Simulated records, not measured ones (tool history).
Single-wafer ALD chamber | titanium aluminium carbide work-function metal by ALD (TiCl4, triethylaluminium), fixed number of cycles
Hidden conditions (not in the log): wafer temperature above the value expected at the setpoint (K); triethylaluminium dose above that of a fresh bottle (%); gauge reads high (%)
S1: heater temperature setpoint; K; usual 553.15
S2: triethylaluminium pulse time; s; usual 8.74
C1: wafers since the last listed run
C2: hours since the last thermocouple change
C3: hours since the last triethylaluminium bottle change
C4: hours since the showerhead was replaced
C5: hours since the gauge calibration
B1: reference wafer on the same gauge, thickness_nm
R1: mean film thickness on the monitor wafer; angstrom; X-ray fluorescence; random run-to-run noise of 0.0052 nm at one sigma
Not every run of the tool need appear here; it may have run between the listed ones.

run 1 hour=0 | S1=553.15 S2=10.49 | C1=0 C2=1268.1 C3=1422.5 C4=3662.2 C5=893.2 | B1=2.137 | R1=18.63
run 2 hour=61.9 | S1=553.15 S2=10.49 | C1=883 C2=1330 C3=1484.4 C4=3724.1 C5=955.1 | B1=2.141 | R1=18.61
run 3 hour=138.8 | S1=553.15 S2=10.49 | C1=1097 C2=1406.9 C3=1561.3 C4=3801 C5=1032 | B1=2.14 | R1=18.58
run 4 hour=224.8 | S1=553.15 S2=8.74 | C1=1227 C2=1492.9 C3=1647.3 C4=3887 C5=1118 | B1=2.143 | R1=18.3
-- hour=249.2 triethylaluminium bottle replaced
run 5 hour=311.8 | S1=553.15 S2=8.74 | C1=1127 C2=1579.9 C3=62.6 C4=3974 C5=1205 | B1=2.146 | R1=18.26
run 6 hour=369.1 | S1=553.15 S2=8.74 | C1=817 C2=1637.2 C3=119.9 C4=4031.3 C5=1262.3 | B1=2.145 | R1=18.21
run 7 hour=437.3 | S1=543.15 S2=8.74 | C1=973 C2=1705.4 C3=188.1 C4=4099.5 C5=1330.5 | B1=2.148 | R1=17.29
run 8 hour=541.2 | S1=553.15 S2=8.74 | C1=1482 C2=1809.3 C3=292 C4=4203.4 C5=1434.4 | B1=2.152 | R1=18.19
run 9 hour=641.1 | S1=553.15 S2=8.74 | C1=1425 C2=1909.2 C3=391.9 C4=4303.3 C5=1534.3 | B1=2.15 | R1=18.26
run 10 hour=738.1 | S1=553.15 S2=8.74 | C1=1384 C2=2006.2 C3=488.9 C4=4400.3 C5=1631.3 | B1=2.154 | R1=18.31
run 11 hour=825.7 | S1=553.15 S2=8.74 | C1=1250 C2=2093.8 C3=576.5 C4=4487.9 C5=1718.9 | B1=2.156 | R1=18.35
run 12 hour=926.7 | S1=553.15 S2=8.74 | C1=1441 C2=2194.8 C3=677.5 C4=4588.9 C5=1819.9 | B1=2.16 | R1=18.18
run 13 hour=991.6 | S1=553.15 S2=9.76 | C1=926 C2=2259.7 C3=742.4 C4=4653.8 C5=1884.8 | B1=2.16 | R1=18.61
run 14 hour=1056.6 | S1=553.15 S2=9.76 | C1=927 C2=2324.7 C3=807.4 C4=4718.8 C5=1949.8 | B1=2.162 | R1=18.68
run 15 hour=1124.7 | S1=565.15 S2=11.97 | C1=971 C2=2392.8 C3=875.5 C4=4786.9 C5=2017.9 | B1=2.162 | R1=20.17
run 16 hour=1179.1 | S1=547.15 S2=5.26 | C1=776 C2=2447.2 C3=929.9 C4=4841.3 C5=2072.3 | B1=2.163 | R1=15.12
-- hour=1196.3 gauge calibrated
run 17 hour=1271.3 | S1=553.15 S2=8.74 | C1=1315 C2=2539.4 C3=1022.1 C4=4933.5 C5=75 | B1=2.118 | R1=18
run 18 hour=1308.3 | S1=553.15 S2=8.74 | C1=528 C2=2576.4 C3=1059.1 C4=4970.5 C5=112 | B1=2.118 | R1=17.98
run 19 hour=1355.9 | S1=546.15 S2=8.74 | C1=679 C2=2624 C3=1106.7 C4=5018.1 C5=159.6 | B1=2.121 | R1=17.34
run 20 hour=1429.9 | S1=557.15 S2=8.74 | C1=1056 C2=2698 C3=1180.7 C4=5092.1 C5=233.6 | B1=2.12 | R1=18.36
run 21 hour=1492.5 | S1=553.15 S2=8.74 | C1=893 C2=2760.6 C3=1243.3 C4=5154.7 C5=296.2 | B1=2.12 | R1=18.03
run 22 hour=1553.6 | S1=553.15 S2=10.3 | C1=872 C2=2821.7 C3=1304.4 C4=5215.8 C5=357.3 | B1=2.125 | R1=18.37
run 23 hour=1643 | S1=553.15 S2=8.74 | C1=1276 C2=2911.1 C3=1393.8 C4=5305.2 C5=446.7 | B1=2.127 | R1=18.03
run 24 hour=1707.7 | S1=553.15 S2=8.74 | C1=923 C2=2975.8 C3=1458.5 C4=5369.9 C5=511.4 | B1=2.128 | R1=17.92
-- hour=1745.6 thermocouple changed; heater temperature recalibrated
run 25 hour=1808.7 | S1=553.15 S2=11.29 | C1=1327 C2=63.1 C3=1559.5 C4=5470.9 C5=612.4 | B1=2.13 | R1=18.61
run 26 hour=1889.1 | S1=553.15 S2=8.74 | C1=1147 C2=143.5 C3=1639.9 C4=5551.3 C5=692.8 | B1=2.132 | R1=18.14
-- hour=1902.6 showerhead replaced
-- hour=1978.9 triethylaluminium bottle replaced
run 27 hour=1986.5 | S1=560.15 S2=10.38 | C1=1161 C2=240.9 C3=7.6 C4=83.9 C5=790.2 | B1=2.13 | R1=19.17
run 28 hour=2043.9 | S1=553.15 S2=5.76 | C1=819 C2=298.3 C3=65 C4=141.3 C5=847.6 | B1=2.134 | R1=15.99
run 29 hour=2089.2 | S1=545.15 S2=11.32 | C1=646 C2=343.6 C3=110.3 C4=186.6 C5=892.9 | B1=2.134 | R1=17.92
run 30 hour=2194.5 | S1=553.15 S2=8.74 | C1=1502 C2=448.9 C3=215.6 C4=291.9 C5=998.2 | B1=2.139 | R1=18.09
run 31 hour=2255.6 | S1=562.15 S2=10.07 | C1=872 C2=510 C3=276.7 C4=353 C5=1059.3 | B1=2.139 | R1=19.37
run 32 hour=2335.3 | S1=543.15 S2=5.55 | C1=1137 C2=589.7 C3=356.4 C4=432.7 C5=1139 | B1=2.141 | R1=14.94
run 33 hour=2623.7 | S1=546.15 S2=8.74 | C1=4116 C2=878.1 C3=644.8 C4=721.1 C5=1427.4 | B1=2.147 | R1=17.5
run 34 hour=2763.6 | S1=559.15 S2=8.74 | C1=1996 C2=1018 C3=784.7 C4=861 C5=1567.3 | B1=2.151 | R1=18.8

What if the next run were any one of these 3? Each begins from the tool's condition after run 34:
run A hour=2764 | S1=553.15 S2=7.32 | C1=5 C2=1018.4 C3=785.1 C4=861.4 C5=1567.7 | B1=? | R1=?
run B hour=2764 | S1=553.15 S2=5.47 | C1=5 C2=1018.4 C3=785.1 C4=861.4 C5=1567.7 | B1=? | R1=?
run C hour=2764 | S1=564.15 S2=7.63 | C1=5 C2=1018.4 C3=785.1 C4=861.4 C5=1567.7 | B1=? | R1=?

run=A B1=2.152 R1=17.56
run=B B1=2.152 R1=15.8
run=C B1=2.152 R1=18.76
Take away the tool's hidden state, keep each run's random variation, and the runs would have read:
run=A R1=17.32
run=B R1=15.58
run=C R1=18.5

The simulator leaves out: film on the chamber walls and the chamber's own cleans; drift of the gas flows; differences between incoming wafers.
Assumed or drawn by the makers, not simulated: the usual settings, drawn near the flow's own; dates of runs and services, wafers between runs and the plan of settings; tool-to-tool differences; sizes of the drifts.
